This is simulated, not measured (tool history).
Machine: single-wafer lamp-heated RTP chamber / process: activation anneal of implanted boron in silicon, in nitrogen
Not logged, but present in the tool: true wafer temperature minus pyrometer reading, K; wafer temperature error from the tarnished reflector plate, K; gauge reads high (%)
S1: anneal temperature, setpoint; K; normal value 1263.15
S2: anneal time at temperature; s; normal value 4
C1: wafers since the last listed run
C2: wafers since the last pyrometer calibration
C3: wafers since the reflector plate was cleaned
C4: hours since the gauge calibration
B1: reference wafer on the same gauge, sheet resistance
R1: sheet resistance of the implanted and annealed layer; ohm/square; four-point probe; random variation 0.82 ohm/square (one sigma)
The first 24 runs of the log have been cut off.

run 25 hour=665.4 | S1=1282.15 S2=4 | C1=341 C2=1214 C3=1609 C4=81.3 | B1=209.91 | R1=185.11
run 26 hour=677.5 | S1=1277.15 S2=3 | C1=146 C2=1361 C3=1756 C4=93.4 | B1=209.91 | R1=186.37
run 27 hour=724.5 | S1=1263.15 S2=4 | C1=568 C2=1930 C3=2325 C4=140.4 | B1=209.73 | R1=189.93
run 28 hour=737.7 | S1=1281.15 S2=4 | C1=159 C2=2089 C3=2485 C4=153.6 | B1=210.47 | R1=183.9
run 29 hour=772.6 | S1=1293.15 S2=4 | C1=422 C2=2512 C3=2907 C4=188.5 | B1=209.84 | R1=181.62
run 30 hour=797.3 | S1=1286.15 S2=6 | C1=298 C2=2811 C3=3206 C4=213.2 | B1=209.74 | R1=182.21
run 31 hour=823.5 | S1=1235.15 S2=4 | C1=317 C2=3128 C3=3523 C4=239.4 | B1=210.19 | R1=221.26
run 32 hour=840.9 | S1=1245.15 S2=3 | C1=210 C2=3339 C3=3734 C4=256.8 | B1=209.92 | R1=205.69
run 33 hour=869.4 | S1=1251.15 S2=5 | C1=344 C2=3684 C3=4079 C4=285.3 | B1=209.86 | R1=198.36
-- hour=879.3 pyrometer window cleaned and pyrometer calibrated
run 34 hour=893.3 | S1=1282.15 S2=3 | C1=192 C2=169 C3=4271 C4=309.2 | B1=210.33 | R1=183.82
run 35 hour=955.9 | S1=1280.15 S2=3 | C1=757 C2=927 C3=5029 C4=371.8 | B1=209.7 | R1=184.15
run 36 hour=968.3 | S1=1263.15 S2=4 | C1=150 C2=1077 C3=5179 C4=384.2 | B1=209.73 | R1=192.19
run 37 hour=981 | S1=1263.15 S2=4 | C1=153 C2=1230 C3=5333 C4=396.9 | B1=210.23 | R1=191.99

Below are 4 alternative next runs, each starting from the tool's condition after run 37. Predict each:
run A hour=981.4 | S1=1263.15 S2=4 | C1=4 C2=1235 C3=5338 C4=397.3 | B1=? | R1=?
run B hour=981.4 | S1=1273.15 S2=4 | C1=4 C2=1235 C3=5338 C4=397.3 | B1=? | R1=?
run C hour=981.4 | S1=1233.15 S2=3 | C1=4 C2=1235 C3=5338 C4=397.3 | B1=? | R1=?
run D hour=981.4 | S1=1283.15 S2=3 | C1=4 C2=1235 C3=5338 C4=397.3 | B1=? | R1=?

run=A B1=210.29 R1=192.62
run=B B1=210.29 R1=188.06
run=C B1=210.29 R1=226.94
run=D B1=210.29 R1=185.78
Stripped of hidden state, with their random variation kept, the same runs would have yielded:
run=A R1=192.62
run=B R1=188.06
run=C R1=226.94
run=D R1=185.78

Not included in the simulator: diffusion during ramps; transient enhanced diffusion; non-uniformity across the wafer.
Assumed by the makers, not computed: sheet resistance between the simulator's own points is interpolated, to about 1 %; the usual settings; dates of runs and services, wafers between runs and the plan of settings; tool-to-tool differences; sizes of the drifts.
